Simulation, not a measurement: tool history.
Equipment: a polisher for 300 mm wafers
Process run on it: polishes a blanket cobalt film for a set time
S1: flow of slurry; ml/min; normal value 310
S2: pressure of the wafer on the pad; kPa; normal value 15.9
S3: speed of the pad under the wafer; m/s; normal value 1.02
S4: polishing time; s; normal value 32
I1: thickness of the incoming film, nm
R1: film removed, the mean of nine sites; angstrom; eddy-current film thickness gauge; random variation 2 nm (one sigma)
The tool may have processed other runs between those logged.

run,hour,S1,S2,S3,S4,I1,R1
1,0.0,310,15.9,1.02,32,1141.4,2041
2,68.8,260,15.9,1.02,32,1134.7,1995
3,138.2,260,15.9,1.02,32,1139.7,1977
4,197.9,260,15.9,1.02,32,1168.6,1981
# hour 218.2: worn pad replaced by a new one
5,265.9,310,15.9,1.02,32,1136.0,2029
6,370.9,355,15.9,1.02,32,1141.9,2006
7,426.8,355,15.9,1.02,32,1171.3,1977
8,473.3,310,15.9,1.02,32,1159.6,1933
# hour 488.5: worn pad replaced by a new one
# hour 531.7: slurry nozzle cleaned
9,548.5,310,15.9,1.02,32,1144.7,2069
10,633.6,310,15.9,1.02,32,1147.4,2076
11,714.9,310,15.9,1.02,32,1150.1,2040
# hour 778.5: head pressure recalibrated
12,781.6,215,20.7,1.14,39,1152.8,3369
# hour 838.2: worn pad replaced by a new one
13,838.7,280,17.9,1.02,42,1152.6,2949
14,939.0,310,15.9,1.02,32,1145.5,2018
15,987.9,310,15.9,1.18,38,1143.5,2781
16,1077.3,310,17.9,1.02,43,1153.3,2979
# hour 1130.2: worn pad replaced by a new one
17,1184.1,200,15.9,1.02,32,1127.4,1914

Estimate the outcome of run 18 from the log above:
18,1240.5,405,13.1,0.92,37,1135.7,?

{"run 18": {"R1": 1811}}
Were there no unlogged condition in the tool, this run, its random variation unchanged, would have produced R1 1877 angstrom.

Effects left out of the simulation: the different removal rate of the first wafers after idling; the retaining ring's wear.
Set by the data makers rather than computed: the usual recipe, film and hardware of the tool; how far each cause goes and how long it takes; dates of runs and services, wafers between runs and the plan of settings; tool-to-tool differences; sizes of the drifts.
